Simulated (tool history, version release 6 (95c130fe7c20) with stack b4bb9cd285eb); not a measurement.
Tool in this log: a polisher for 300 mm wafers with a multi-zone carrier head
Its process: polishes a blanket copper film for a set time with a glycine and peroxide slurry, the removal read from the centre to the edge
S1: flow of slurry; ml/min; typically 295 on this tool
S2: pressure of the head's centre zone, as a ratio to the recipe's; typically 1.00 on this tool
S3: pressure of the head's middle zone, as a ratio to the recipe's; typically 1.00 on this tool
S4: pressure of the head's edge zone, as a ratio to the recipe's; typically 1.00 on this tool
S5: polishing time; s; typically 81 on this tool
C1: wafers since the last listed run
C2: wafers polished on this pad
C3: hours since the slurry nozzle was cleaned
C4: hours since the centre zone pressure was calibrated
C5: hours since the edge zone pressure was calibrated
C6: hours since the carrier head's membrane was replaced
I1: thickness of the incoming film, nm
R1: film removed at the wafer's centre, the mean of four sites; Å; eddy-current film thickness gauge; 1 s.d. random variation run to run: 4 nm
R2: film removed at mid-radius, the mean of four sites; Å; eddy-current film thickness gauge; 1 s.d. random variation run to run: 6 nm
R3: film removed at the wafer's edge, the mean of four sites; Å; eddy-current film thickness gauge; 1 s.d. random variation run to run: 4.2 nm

| run | hour | S1 | S2 | S3 | S4 | S5 | C1 | C2 | C3 | C4 | C5 | C6 | I1 | R1 | R2 | R3 |
|---|---|---|---|---|---|---|---|---|---|---|---|---|---|---|---|---|
| 1 | 0.0 | 295 | 1.00 | 1.00 | 1.00 | 81 | 0 | 236 | 435.5 | 485.8 | 598.7 | 479.6 | 2394.1 | 5190 | 5199 | 5326 |
| 2 | 44.8 | 295 | 1.00 | 1.00 | 1.00 | 81 | 545 | 781 | 480.3 | 530.6 | 643.5 | 524.4 | 2418.9 | 5010 | 5070 | 5099 |
| 3 | 81.0 | 295 | 1.00 | 1.00 | 1.00 | 61 | 440 | 1222 | 516.5 | 566.8 | 679.7 | 560.6 | 2425.7 | 3748 | 3791 | 3816 |
| 4 | 135.0 | 295 | 1.00 | 1.00 | 1.00 | 81 | 657 | 1880 | 570.5 | 620.8 | 733.7 | 614.6 | 2376.4 | 4836 | 4726 | 4938 |
| 5 | 166.3 | 295 | 1.00 | 1.00 | 1.00 | 81 | 381 | 2261 | 601.8 | 652.1 | 765.0 | 645.9 | 2385.4 | 4894 | 4907 | 4923 |
|  | 185.2 | centre zone pressure recalibrated |
| 6 | 198.9 | 295 | 1.00 | 1.00 | 1.00 | 81 | 372 | 2633 | 634.4 | 13.7 | 797.6 | 678.5 | 2413.2 | 4863 | 4768 | 4902 |
|  | 228.9 | slurry nozzle cleaned |
|  | 242.0 | worn pad replaced by a new one |
| 7 | 244.6 | 295 | 1.00 | 1.00 | 1.00 | 81 | 495 | 32 | 15.7 | 59.4 | 843.3 | 724.2 | 2386.7 | 5288 | 5217 | 5399 |
|  | 291.2 | edge zone pressure recalibrated |
| 8 | 298.6 | 295 | 1.00 | 1.00 | 1.00 | 81 | 633 | 665 | 69.7 | 113.4 | 7.4 | 778.2 | 2404.0 | 5031 | 5074 | 5222 |
|  | 345.9 | carrier head's membrane replaced by a new one |
| 9 | 368.2 | 295 | 1.00 | 1.00 | 0.92 | 81 | 786 | 1452 | 139.3 | 183.0 | 77.0 | 22.3 | 2392.2 | 4955 | 5060 | 4809 |
| 10 | 554.7 | 295 | 1.00 | 1.10 | 0.93 | 103 | 2270 | 3723 | 325.8 | 369.5 | 263.5 | 208.8 | 2384.7 | 6170 | 6621 | 6030 |
|  | 562.5 | worn pad replaced by a new one, of another model than before |
| 11 | 593.9 | 330 | 1.06 | 1.00 | 1.00 | 92 | 428 | 381 | 365.0 | 408.7 | 302.7 | 248.0 | 2363.1 | 6259 | 5901 | 5998 |
| 12 | 656.7 | 295 | 1.00 | 1.00 | 1.00 | 81 | 764 | 1146 | 427.8 | 471.5 | 365.5 | 310.8 | 2377.2 | 4931 | 4982 | 5122 |
| 13 | 720.4 | 295 | 1.00 | 1.00 | 1.00 | 81 | 775 | 1922 | 491.5 | 535.2 | 429.2 | 374.5 | 2395.1 | 4884 | 4822 | 4963 |
| 14 | 747.8 | 295 | 1.00 | 1.11 | 1.08 | 81 | 333 | 2255 | 518.9 | 562.6 | 456.6 | 401.9 | 2397.7 | 4835 | 5227 | 5129 |
|  | 758.5 | centre zone pressure recalibrated |
| 15 | 788.8 | 295 | 1.00 | 1.00 | 1.00 | 93 | 474 | 2730 | 559.9 | 30.3 | 497.6 | 442.9 | 2378.9 | 5564 | 5469 | 5595 |
| 16 | 856.3 | 295 | 1.07 | 1.00 | 0.95 | 81 | 821 | 3552 | 627.4 | 97.8 | 565.1 | 510.4 | 2356.1 | 5067 | 4756 | 4832 |
|  | 883.5 | worn pad replaced by a new one |
| 17 | 884.0 | 295 | 1.10 | 1.00 | 1.00 | 59 | 288 | 5 | 655.1 | 125.5 | 592.8 | 538.1 | 2363.0 | 4301 | 3846 | 3936 |
| 18 | 938.0 | 295 | 1.00 | 1.00 | 1.00 | 81 | 657 | 663 | 709.1 | 179.5 | 646.8 | 592.1 | 2356.6 | 5139 | 5046 | 5190 |
|  | 941.4 | slurry nozzle cleaned |
| 19 | 971.1 | 195 | 1.00 | 1.00 | 1.00 | 66 | 390 | 1054 | 29.7 | 212.6 | 679.9 | 625.2 | 2392.2 | 3944 | 4091 | 4128 |
| 20 | 1020.7 | 295 | 1.00 | 1.00 | 1.00 | 81 | 603 | 1658 | 79.3 | 262.2 | 729.5 | 674.8 | 2426.3 | 4947 | 4909 | 5006 |
|  | 1033.9 | carrier head's membrane replaced by a new one |
| 21 | 1051.7 | 220 | 1.00 | 1.00 | 1.00 | 81 | 316 | 1974 | 110.3 | 293.2 | 760.5 | 17.8 | 2385.0 | 4827 | 4900 | 4914 |
| 22 | 1122.0 | 295 | 1.00 | 1.00 | 1.00 | 81 | 856 | 2830 | 180.6 | 363.5 | 830.8 | 88.1 | 2377.3 | 4880 | 4826 | 4931 |

Alternative continuations, all from the tool just after run 22; predict every row:
| A | 1122.4 | 225 | 1.00 | 1.00 | 1.00 | 81 | 4 | 2835 | 181.0 | 363.9 | 831.2 | 88.5 | 2405.6 | ? | ? | ? |
| B | 1122.4 | 295 | 0.92 | 1.00 | 1.00 | 81 | 4 | 2835 | 181.0 | 363.9 | 831.2 | 88.5 | 2405.6 | ? | ? | ? |
| C | 1122.4 | 235 | 1.00 | 0.90 | 1.05 | 91 | 4 | 2835 | 181.0 | 363.9 | 831.2 | 88.5 | 2405.6 | ? | ? | ? |
| D | 1122.4 | 250 | 1.00 | 0.92 | 0.88 | 59 | 4 | 2835 | 181.0 | 363.9 | 831.2 | 88.5 | 2405.6 | ? | ? | ? |

| run | R1 | R2 | R3 |
|---|---|---|---|
| A | 4827 | 4652 | 4865 |
| B | 4500 | 4714 | 4912 |
| C | 5431 | 4814 | 5613 |
| D | 3533 | 3186 | 3354 |
With the hidden condition removed and each run's random variation left untouched, the same runs would have given:
| run | R1 | R2 | R3 |
|---|---|---|---|
| A | 5294 | 5103 | 5336 |
| B | 4936 | 5170 | 5387 |
| C | 5957 | 5280 | 6157 |
| D | 3875 | 3494 | 3678 |

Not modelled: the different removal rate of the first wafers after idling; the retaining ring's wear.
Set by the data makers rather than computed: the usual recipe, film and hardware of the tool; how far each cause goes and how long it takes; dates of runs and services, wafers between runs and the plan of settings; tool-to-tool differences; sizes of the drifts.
